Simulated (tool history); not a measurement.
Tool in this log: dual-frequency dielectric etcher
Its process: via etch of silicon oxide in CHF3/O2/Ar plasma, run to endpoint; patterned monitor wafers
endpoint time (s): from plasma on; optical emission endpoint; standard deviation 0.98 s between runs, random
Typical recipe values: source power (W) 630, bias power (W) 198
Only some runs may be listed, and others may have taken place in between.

run	hour	source power (W)	bias power (W)	incoming incoming film thickness, nm	endpoint time (s)
1	0.0	630	167	662.7	361.5
# hour 11.4: wet clean of the chamber
2	60.7	630	167	659.6	351.9
3	88.8	630	198	661.3	333.5
4	128.8	630	198	654.8	332.6
5	154.5	580	198	659.4	342.3
6	211.8	580	198	655.0	344.8
7	269.2	580	198	665.5	351.2
8	311.1	560	198	651.7	348.6
# hour 415.7: wet clean of the chamber
# hour 435.1: upper electrode replaced
9	523.0	560	198	664.3	348.8
10	560.8	630	198	660.6	335.0
# hour 576.7: bias power generator calibrated
# hour 618.7: source power generator calibrated
11	625.8	630	198	656.9	329.1
12	659.0	760	198	659.2	311.6
13	711.7	710	198	651.5	318.5
14	753.8	630	198	649.2	330.9
# hour 876.5: wet clean of the chamber
15	934.5	790	244	657.9	287.2
16	964.1	690	174	651.9	331.7
17	1026.7	590	198	649.1	338.1
18	1093.1	680	234	663.9	311.7
19	1139.1	740	154	653.8	343.2
20	1195.0	690	198	661.1	331.3
# hour 1236.9: wet clean of the chamber
21	1252.1	630	198	665.3	331.4

Forecast each of these 5 alternatives for the next run:
A	1252.6	680	198	652.5	?
B	1252.6	750	223	652.5	?
C	1252.6	490	248	652.5	?
D	1252.6	510	185	652.5	?
E	1252.6	630	223	652.5	?

run	endpoint time (s)
A	318.3
B	296.8
C	329.1
D	357.1
E	314.4
Had the tool no hidden state, the same runs would have come out as:
run	endpoint time (s)
A	314.9
B	293.6
C	325.4
D	353.3
E	311.0
